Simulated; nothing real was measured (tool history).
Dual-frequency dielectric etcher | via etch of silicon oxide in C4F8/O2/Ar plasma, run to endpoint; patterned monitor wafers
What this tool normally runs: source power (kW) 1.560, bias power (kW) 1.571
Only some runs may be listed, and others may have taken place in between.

run	hour	source power (kW)	bias power (kW)	wafers since the last listed run	hours since the last wet clean	hours since the last source power generator calibration	hours since the last bias power generator calibration	hours since the last upper electrode change	incoming incoming film thickness, nm	endpoint time (s)
1	0.0	1.560	1.571	0	168.2	3234.4	3604.9	2325.9	915.3	238.0
2	64.1	1.560	1.571	297	232.3	3298.5	3669.0	2390.0	907.6	234.3
3	109.1	1.370	1.571	209	277.3	3343.5	3714.0	2435.0	903.9	243.9
4	170.8	1.370	1.571	286	339.0	3405.2	3775.7	2496.7	911.1	245.5
5	221.2	1.450	1.353	234	389.4	3455.6	3826.1	2547.1	912.9	253.0
# hour 262.5: wet clean of the chamber
# hour 265.5: source power generator calibrated
6	282.3	1.450	1.353	158	19.8	16.8	3887.2	2608.2	914.4	249.2
7	320.9	1.560	1.374	179	58.4	55.4	3925.8	2646.8	909.7	240.5
8	357.2	1.560	1.374	168	94.7	91.7	3962.1	2683.1	903.6	239.9
# hour 367.3: bias power generator calibrated
9	417.6	1.410	1.449	262	155.1	152.1	50.3	2743.5	908.5	246.1
# hour 449.9: upper electrode replaced
10	459.6	1.840	1.457	83	197.1	194.1	92.3	9.7	915.2	230.5
11	489.9	1.560	1.571	140	227.4	224.4	122.6	40.0	913.4	238.1
12	531.4	1.560	1.571	192	268.9	265.9	164.1	81.5	905.4	236.7
13	586.0	1.890	1.436	253	323.5	320.5	218.7	136.1	917.6	228.0
# hour 634.1: wet clean of the chamber
14	634.6	1.210	1.345	114	0.5	369.1	267.3	184.7	906.5	259.0
15	666.6	1.280	1.307	148	32.5	401.1	299.3	216.7	909.0	259.7
16	764.0	1.440	1.727	452	129.9	498.5	396.7	314.1	897.8	232.5

Branching from run 16: 4 alternative next runs. What would each branch give?
A	764.5	1.560	1.571	2	130.4	499.0	397.2	314.6	912.2	?
B	764.5	1.560	1.830	2	130.4	499.0	397.2	314.6	912.2	?
C	764.5	1.940	1.809	2	130.4	499.0	397.2	314.6	912.2	?
D	764.5	1.290	1.184	2	130.4	499.0	397.2	314.6	912.2	?

run	endpoint time (s)
A	237.2
B	229.1
C	214.8
D	266.4
The same runs, with their run-to-run variation unchanged, on a tool lacking any hidden condition would have given:
run	endpoint time (s)
A	235.6
B	227.5
C	213.4
D	264.6
